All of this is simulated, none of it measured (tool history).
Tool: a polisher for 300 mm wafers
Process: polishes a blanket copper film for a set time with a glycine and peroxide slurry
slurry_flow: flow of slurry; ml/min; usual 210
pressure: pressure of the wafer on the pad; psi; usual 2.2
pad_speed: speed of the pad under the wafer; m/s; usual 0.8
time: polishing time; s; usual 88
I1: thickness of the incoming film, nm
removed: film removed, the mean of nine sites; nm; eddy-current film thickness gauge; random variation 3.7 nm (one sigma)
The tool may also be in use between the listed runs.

run 1 hour=0 | slurry_flow=210 pressure=2.2 pad_speed=0.8 time=98 | I1=2119.7 | removed=406.7
run 2 hour=62.4 | slurry_flow=210 pressure=2.2 pad_speed=0.8 time=98 | I1=2118.2 | removed=411.4
-- hour=180.2 slurry nozzle cleaned
-- hour=184.5 head pressure recalibrated
-- hour=200.4 worn pad replaced by a new one
run 3 hour=361.8 | slurry_flow=210 pressure=2.2 pad_speed=0.8 time=98 | I1=2156.9 | removed=426.3
run 4 hour=420.7 | slurry_flow=185 pressure=2.2 pad_speed=0.8 time=88 | I1=2128.2 | removed=376.1
run 5 hour=512.5 | slurry_flow=160 pressure=2.2 pad_speed=0.58 time=88 | I1=2095 | removed=299.2
run 6 hour=562 | slurry_flow=160 pressure=2.2 pad_speed=0.58 time=88 | I1=2108.1 | removed=293.6
run 7 hour=612.7 | slurry_flow=160 pressure=2.2 pad_speed=0.58 time=88 | I1=2135.6 | removed=291.7
-- hour=630.7 worn pad replaced by a new one, of another model than before
run 8 hour=674.6 | slurry_flow=210 pressure=2.2 pad_speed=0.6 time=88 | I1=2130.6 | removed=270.6
run 9 hour=763.6 | slurry_flow=210 pressure=2.2 pad_speed=0.6 time=88 | I1=2136 | removed=271.4
-- hour=819.8 slurry nozzle cleaned
run 10 hour=870.6 | slurry_flow=210 pressure=2.2 pad_speed=0.6 time=88 | I1=2113.1 | removed=266.8
run 11 hour=940.3 | slurry_flow=210 pressure=2.2 pad_speed=0.8 time=88 | I1=2136.3 | removed=338
-- hour=999.4 head pressure recalibrated
run 12 hour=1001.5 | slurry_flow=210 pressure=2.2 pad_speed=0.8 time=88 | I1=2097.8 | removed=374.7
run 13 hour=1065.3 | slurry_flow=210 pressure=2.2 pad_speed=0.8 time=107 | I1=2155.2 | removed=459.2
-- hour=1120.6 worn pad replaced by a new one
run 14 hour=1151.1 | slurry_flow=210 pressure=2.2 pad_speed=0.8 time=107 | I1=2139.4 | removed=446.4
run 15 hour=1250.5 | slurry_flow=210 pressure=1.8 pad_speed=0.8 time=88 | I1=2169.7 | removed=311.4
run 16 hour=1290.8 | slurry_flow=280 pressure=2.5 pad_speed=0.6 time=76 | I1=2140.2 | removed=285.9
run 17 hour=1348.9 | slurry_flow=210 pressure=1.8 pad_speed=1.04 time=88 | I1=2092.2 | removed=381.1
run 18 hour=1387.2 | slurry_flow=185 pressure=1.6 pad_speed=0.88 time=116 | I1=2117.2 | removed=366.7
-- hour=1426.3 slurry nozzle cleaned
run 19 hour=1433.1 | slurry_flow=190 pressure=2.9 pad_speed=0.9 time=88 | I1=2154.6 | removed=528.6
run 20 hour=1482.5 | slurry_flow=230 pressure=2.2 pad_speed=0.9 time=105 | I1=2107.3 | removed=493.6
run 21 hour=1533.4 | slurry_flow=235 pressure=2.5 pad_speed=0.8 time=74 | I1=2093.2 | removed=348.1
-- hour=1597 worn pad replaced by a new one
run 22 hour=1637.4 | slurry_flow=140 pressure=2.7 pad_speed=0.8 time=78 | I1=2094.2 | removed=299.3
-- hour=1700.1 head pressure recalibrated
run 23 hour=1717.3 | slurry_flow=210 pressure=1.4 pad_speed=0.8 time=108 | I1=2132.4 | removed=303.7
run 24 hour=1794 | slurry_flow=210 pressure=2.7 pad_speed=0.8 time=71 | I1=2127.9 | removed=376.1
run 25 hour=1863.3 | slurry_flow=145 pressure=2.2 pad_speed=0.8 time=88 | I1=2151 | removed=310.1
run 26 hour=1947.6 | slurry_flow=210 pressure=2.2 pad_speed=0.8 time=88 | I1=2133.5 | removed=367.7
run 27 hour=2047 | slurry_flow=185 pressure=1.6 pad_speed=0.88 time=116 | I1=2105.8 | removed=378.6
-- hour=2082.9 worn pad replaced by a new one
-- hour=2097.2 slurry nozzle cleaned
run 28 hour=2100 | slurry_flow=140 pressure=2.7 pad_speed=0.8 time=78 | I1=2118.8 | removed=320.9
run 29 hour=2161.5 | slurry_flow=210 pressure=2.2 pad_speed=0.8 time=88 | I1=2154.8 | removed=373
run 30 hour=2208.5 | slurry_flow=210 pressure=2.2 pad_speed=0.8 time=88 | I1=2122 | removed=363.5
run 31 hour=2256.7 | slurry_flow=135 pressure=1.9 pad_speed=0.8 time=58 | I1=2106.3 | removed=158.9

Forecast each of these 3 alternatives for the next run:
run A hour=2257.1 | slurry_flow=210 pressure=2.2 pad_speed=0.8 time=117 | I1=2135.6 | removed=?
run B hour=2257.1 | slurry_flow=265 pressure=2.2 pad_speed=0.8 time=107 | I1=2135.6 | removed=?
run C hour=2257.1 | slurry_flow=210 pressure=1.5 pad_speed=1.06 time=96 | I1=2135.6 | removed=?

run=A removed=479.8
run=B removed=458.2
run=C removed=346.1
Without the tool's hidden state the same runs would have given:
run=A removed=509
run=B removed=486.1
run=C removed=366.1

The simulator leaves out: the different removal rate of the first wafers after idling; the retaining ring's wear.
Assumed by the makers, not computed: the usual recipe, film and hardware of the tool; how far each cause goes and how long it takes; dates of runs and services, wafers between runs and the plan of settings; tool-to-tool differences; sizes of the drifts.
